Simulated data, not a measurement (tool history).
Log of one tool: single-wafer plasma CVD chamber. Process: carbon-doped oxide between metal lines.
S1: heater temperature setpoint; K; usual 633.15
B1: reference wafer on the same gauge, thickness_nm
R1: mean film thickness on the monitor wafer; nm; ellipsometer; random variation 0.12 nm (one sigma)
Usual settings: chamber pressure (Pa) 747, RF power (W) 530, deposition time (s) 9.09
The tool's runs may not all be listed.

{"run": 1, "hour": 0.0, "S1": 622.15, "chamber pressure (Pa)": 747, "RF power (W)": 530, "deposition time (s)": 9.09, "B1": 46.03, "R1": 45.214}
{"run": 2, "hour": 23.8, "S1": 622.15, "chamber pressure (Pa)": 747, "RF power (W)": 530, "deposition time (s)": 9.09, "B1": 46.103, "R1": 44.98}
{"run": 3, "hour": 57.1, "S1": 633.15, "chamber pressure (Pa)": 747, "RF power (W)": 530, "deposition time (s)": 9.09, "B1": 46.086, "R1": 43.563}
{"run": 4, "hour": 89.0, "S1": 633.15, "chamber pressure (Pa)": 747, "RF power (W)": 530, "deposition time (s)": 9.09, "B1": 46.107, "R1": 43.391}
{"run": 5, "hour": 123.0, "S1": 633.15, "chamber pressure (Pa)": 747, "RF power (W)": 605, "deposition time (s)": 9.09, "B1": 46.058, "R1": 47.168}
{"run": 6, "hour": 155.4, "S1": 633.15, "chamber pressure (Pa)": 747, "RF power (W)": 605, "deposition time (s)": 9.09, "B1": 46.053, "R1": 47.433}
{"run": 7, "hour": 181.5, "S1": 633.15, "chamber pressure (Pa)": 747, "RF power (W)": 530, "deposition time (s)": 7.83, "B1": 46.058, "R1": 37.41}
{"run": 8, "hour": 204.8, "S1": 642.15, "chamber pressure (Pa)": 747, "RF power (W)": 530, "deposition time (s)": 9.09, "B1": 46.044, "R1": 42.592}
{"hour": 220.8, "done": "gauge calibrated"}
{"hour": 246.3, "done": "capacitance manometer re-zeroed and calibrated"}
{"run": 9, "hour": 298.9, "S1": 633.15, "chamber pressure (Pa)": 747, "RF power (W)": 530, "deposition time (s)": 7.69, "B1": 46.13, "R1": 36.947}
{"run": 10, "hour": 329.7, "S1": 633.15, "chamber pressure (Pa)": 747, "RF power (W)": 530, "deposition time (s)": 7.69, "B1": 46.139, "R1": 36.843}
{"run": 11, "hour": 347.2, "S1": 633.15, "chamber pressure (Pa)": 747, "RF power (W)": 530, "deposition time (s)": 7.69, "B1": 46.153, "R1": 36.616}
{"run": 12, "hour": 367.9, "S1": 633.15, "chamber pressure (Pa)": 747, "RF power (W)": 530, "deposition time (s)": 9.09, "B1": 46.161, "R1": 43.344}
{"run": 13, "hour": 391.5, "S1": 633.15, "chamber pressure (Pa)": 747, "RF power (W)": 530, "deposition time (s)": 9.09, "B1": 46.08, "R1": 43.408}
{"run": 14, "hour": 407.4, "S1": 633.15, "chamber pressure (Pa)": 925, "RF power (W)": 530, "deposition time (s)": 9.57, "B1": 46.096, "R1": 46.278}
{"run": 15, "hour": 420.8, "S1": 622.15, "chamber pressure (Pa)": 747, "RF power (W)": 530, "deposition time (s)": 9.09, "B1": 46.057, "R1": 44.837}
{"hour": 443.8, "done": "thermocouple changed; heater temperature recalibrated"}
{"run": 16, "hour": 444.3, "S1": 633.15, "chamber pressure (Pa)": 747, "RF power (W)": 530, "deposition time (s)": 9.72, "B1": 46.162, "R1": 46.96}
{"hour": 458.4, "done": "showerhead replaced, of another model than before"}
{"run": 17, "hour": 471.2, "S1": 645.15, "chamber pressure (Pa)": 747, "RF power (W)": 530, "deposition time (s)": 10.05, "B1": 46.096, "R1": 47.076}
{"run": 18, "hour": 502.8, "S1": 633.15, "chamber pressure (Pa)": 747, "RF power (W)": 530, "deposition time (s)": 9.09, "B1": 46.108, "R1": 44.031}
{"run": 19, "hour": 538.1, "S1": 633.15, "chamber pressure (Pa)": 640, "RF power (W)": 605, "deposition time (s)": 9.09, "B1": 46.089, "R1": 45.835}
{"run": 20, "hour": 565.6, "S1": 622.15, "chamber pressure (Pa)": 561, "RF power (W)": 435, "deposition time (s)": 7.66, "B1": 46.064, "R1": 35.466}
{"run": 21, "hour": 586.7, "S1": 633.15, "chamber pressure (Pa)": 747, "RF power (W)": 575, "deposition time (s)": 9.09, "B1": 46.082, "R1": 45.454}
{"hour": 599.2, "done": "RF generator calibrated"}
{"run": 22, "hour": 609.5, "S1": 633.15, "chamber pressure (Pa)": 876, "RF power (W)": 530, "deposition time (s)": 9.09, "B1": 46.153, "R1": 44.248}
{"run": 23, "hour": 639.7, "S1": 628.15, "chamber pressure (Pa)": 747, "RF power (W)": 530, "deposition time (s)": 9.77, "B1": 46.074, "R1": 47.702}
{"run": 24, "hour": 661.4, "S1": 633.15, "chamber pressure (Pa)": 599, "RF power (W)": 530, "deposition time (s)": 9.09, "B1": 46.086, "R1": 43.365}
{"run": 25, "hour": 688.7, "S1": 633.15, "chamber pressure (Pa)": 747, "RF power (W)": 460, "deposition time (s)": 8.42, "B1": 46.034, "R1": 38.629}
{"run": 26, "hour": 707.1, "S1": 640.15, "chamber pressure (Pa)": 635, "RF power (W)": 570, "deposition time (s)": 8.24, "B1": 46.152, "R1": 39.888}

Forecast run 27:
{"run": 27, "hour": 739.4, "S1": 633.15, "chamber pressure (Pa)": 747, "RF power (W)": 530, "deposition time (s)": 9.09, "B1": "?", "R1": "?"}

Run 27 gave B1 46.124, R1 43.700 nm.
Without the tool's hidden state the same run would have given R1 44.090 nm.
